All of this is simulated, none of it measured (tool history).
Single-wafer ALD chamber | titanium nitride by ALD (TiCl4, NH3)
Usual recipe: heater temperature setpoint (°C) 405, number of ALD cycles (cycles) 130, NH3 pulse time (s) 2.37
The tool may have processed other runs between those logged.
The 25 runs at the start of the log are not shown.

| run | hour | heater temperature setpoint (°C) | number of ALD cycles (cycles) | NH3 pulse time (s) | wafers since the last listed run | hours since the last thermocouple change | hours since the showerhead was replaced | hours since the gauge calibration | read-back reference wafer on the same gauge, thickness_nm | mean film thickness on the monitor wafer (Å) |
|---|---|---|---|---|---|---|---|---|---|---|
| 26 | 407.9 | 405 | 137 | 2.66 | 28 | 255.6 | 255.4 | 54.1 | 3.019 | 28.42 |
| 27 | 423.6 | 394 | 120 | 3.14 | 34 | 271.3 | 271.1 | 69.8 | 3.019 | 24.72 |
| 28 | 437.0 | 405 | 130 | 2.63 | 29 | 284.7 | 284.5 | 83.2 | 3.020 | 26.83 |
| 29 | 450.2 | 399 | 130 | 2.37 | 28 | 297.9 | 297.7 | 96.4 | 3.018 | 26.81 |
| 30 | 461.4 | 418 | 130 | 1.44 | 24 | 309.1 | 308.9 | 107.6 | 3.020 | 26.44 |
| 31 | 469.0 | 405 | 114 | 2.37 | 16 | 316.7 | 316.5 | 115.2 | 3.018 | 23.57 |
| 32 | 480.6 | 405 | 130 | 2.37 | 25 | 328.3 | 328.1 | 126.8 | 3.018 | 27.03 |
| 33 | 495.9 | 397 | 140 | 2.65 | 33 | 343.6 | 343.4 | 142.1 | 3.018 | 28.69 |
| 34 | 504.9 | 396 | 130 | 2.37 | 19 | 352.6 | 352.4 | 151.1 | 3.025 | 26.66 |

Branching from run 34: 3 alternative next runs. What would each branch give?
| A | 505.6 | 405 | 130 | 2.37 | 1 | 353.3 | 353.1 | 151.8 | ? | ? |
| B | 505.6 | 405 | 140 | 2.98 | 1 | 353.3 | 353.1 | 151.8 | ? | ? |
| C | 505.6 | 405 | 142 | 2.37 | 1 | 353.3 | 353.1 | 151.8 | ? | ? |

| run | read-back reference wafer on the same gauge, thickness_nm | mean film thickness on the monitor wafer (Å) |
|---|---|---|
| A | 3.020 | 26.85 |
| B | 3.020 | 29.11 |
| C | 3.020 | 29.33 |
The same runs, with their run-to-run variation unchanged, on a tool lacking any hidden condition would have given:
| run | mean film thickness on the monitor wafer (Å) |
|---|---|
| A | 26.85 |
| B | 29.11 |
| C | 29.33 |
